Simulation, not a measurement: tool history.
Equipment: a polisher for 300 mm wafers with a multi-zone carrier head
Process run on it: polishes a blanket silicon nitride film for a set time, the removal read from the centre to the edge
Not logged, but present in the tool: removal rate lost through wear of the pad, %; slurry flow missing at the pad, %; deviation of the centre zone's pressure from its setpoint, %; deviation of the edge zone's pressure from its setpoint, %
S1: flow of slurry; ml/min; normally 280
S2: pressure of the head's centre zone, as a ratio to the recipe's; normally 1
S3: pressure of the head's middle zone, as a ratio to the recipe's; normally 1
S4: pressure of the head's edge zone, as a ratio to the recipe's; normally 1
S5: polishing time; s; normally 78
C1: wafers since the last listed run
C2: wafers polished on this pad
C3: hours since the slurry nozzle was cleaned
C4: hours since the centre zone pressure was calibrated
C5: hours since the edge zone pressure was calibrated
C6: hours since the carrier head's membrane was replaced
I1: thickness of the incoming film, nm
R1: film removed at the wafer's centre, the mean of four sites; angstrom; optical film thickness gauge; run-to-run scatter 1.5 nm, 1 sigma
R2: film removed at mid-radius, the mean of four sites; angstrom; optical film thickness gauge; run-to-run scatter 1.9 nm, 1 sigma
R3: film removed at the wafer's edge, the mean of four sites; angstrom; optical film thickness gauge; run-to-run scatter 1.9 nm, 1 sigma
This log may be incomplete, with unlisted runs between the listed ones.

| run | day | S1 | S2 | S3 | S4 | S5 | C1 | C2 | C3 | C4 | C5 | C6 | I1 | R1 | R2 | R3 |
|---|---|---|---|---|---|---|---|---|---|---|---|---|---|---|---|---|
| 1 | 0 | 280 | 0.91 | 1 | 1.06 | 56 | 0 | 5322 | 141 | 78.5 | 254.7 | 646.5 | 927.1 | 842 | 958 | 955 |
| 2 | 1.333 | 250 | 1 | 0.92 | 0.9 | 78 | 386 | 5709 | 173 | 110.5 | 286.7 | 678.5 | 912.9 | 1288 | 1235 | 1281 |
|  | 2.917 | worn pad replaced by a new one |
| 3 | 4.2 | 280 | 1 | 1 | 1 | 78 | 782 | 372 | 241.8 | 179.3 | 355.5 | 747.3 | 911.6 | 1348 | 1325 | 1316 |
| 4 | 7.129 | 280 | 1 | 1 | 1 | 78 | 849 | 1221 | 312.1 | 249.6 | 425.8 | 817.6 | 913.7 | 1341 | 1333 | 1337 |
| 5 | 9.538 | 280 | 1 | 1 | 1 | 78 | 698 | 1919 | 369.9 | 307.4 | 483.6 | 875.4 | 907.4 | 1359 | 1338 | 1325 |
| 6 | 10.933 | 280 | 1 | 1.09 | 0.94 | 78 | 404 | 2323 | 403.4 | 340.9 | 517.1 | 908.9 | 910.6 | 1358 | 1461 | 1270 |
| 7 | 15.496 | 280 | 1 | 1 | 1 | 78 | 1322 | 3646 | 512.9 | 450.4 | 626.6 | 1018.4 | 915.2 | 1365 | 1309 | 1339 |
| 8 | 18.312 | 280 | 1 | 1 | 1 | 78 | 816 | 4463 | 580.5 | 518 | 694.2 | 1086 | 925.1 | 1380 | 1339 | 1312 |
|  | 19.425 | slurry nozzle cleaned |
| 9 | 19.446 | 280 | 0.89 | 1 | 1 | 59 | 316 | 4779 | 0.5 | 545.2 | 721.4 | 1113.2 | 915.6 | 941 | 1028 | 1007 |
| 10 | 22.162 | 215 | 1.04 | 1 | 1.11 | 78 | 787 | 5567 | 65.7 | 610.4 | 786.6 | 1178.4 | 920.3 | 1410 | 1306 | 1322 |
|  | 24.717 | worn pad replaced by a new one |
| 11 | 24.738 | 280 | 0.89 | 0.93 | 0.9 | 78 | 698 | 6 | 127.5 | 672.2 | 848.4 | 1240.2 | 901.8 | 1263 | 1297 | 1262 |
|  | 25.517 | edge zone pressure recalibrated |
|  | 27.525 | carrier head's membrane replaced by a new one |
| 12 | 27.854 | 280 | 1 | 1 | 1 | 78 | 818 | 825 | 202.3 | 747 | 56.1 | 7.9 | 917.1 | 1445 | 1355 | 1303 |
| 13 | 29.533 | 280 | 1 | 1 | 1.05 | 63 | 486 | 1311 | 242.6 | 787.3 | 96.4 | 48.2 | 923.9 | 1145 | 1100 | 1073 |

Run 14 is up next; what results do you expect?
| 14 | 32.029 | 330 | 1 | 1 | 1 | 68 | 723 | 2035 | 302.5 | 847.2 | 156.3 | 108.1 | 906 | ? | ? | ? |

R1: 1249 angstrom
R2: 1172 angstrom
R3: 1142 angstrom
If the tool had no hidden condition, the same run with the same run-to-run variation would have returned R1 1130 angstrom, R2 1172 angstrom, R3 1142 angstrom.

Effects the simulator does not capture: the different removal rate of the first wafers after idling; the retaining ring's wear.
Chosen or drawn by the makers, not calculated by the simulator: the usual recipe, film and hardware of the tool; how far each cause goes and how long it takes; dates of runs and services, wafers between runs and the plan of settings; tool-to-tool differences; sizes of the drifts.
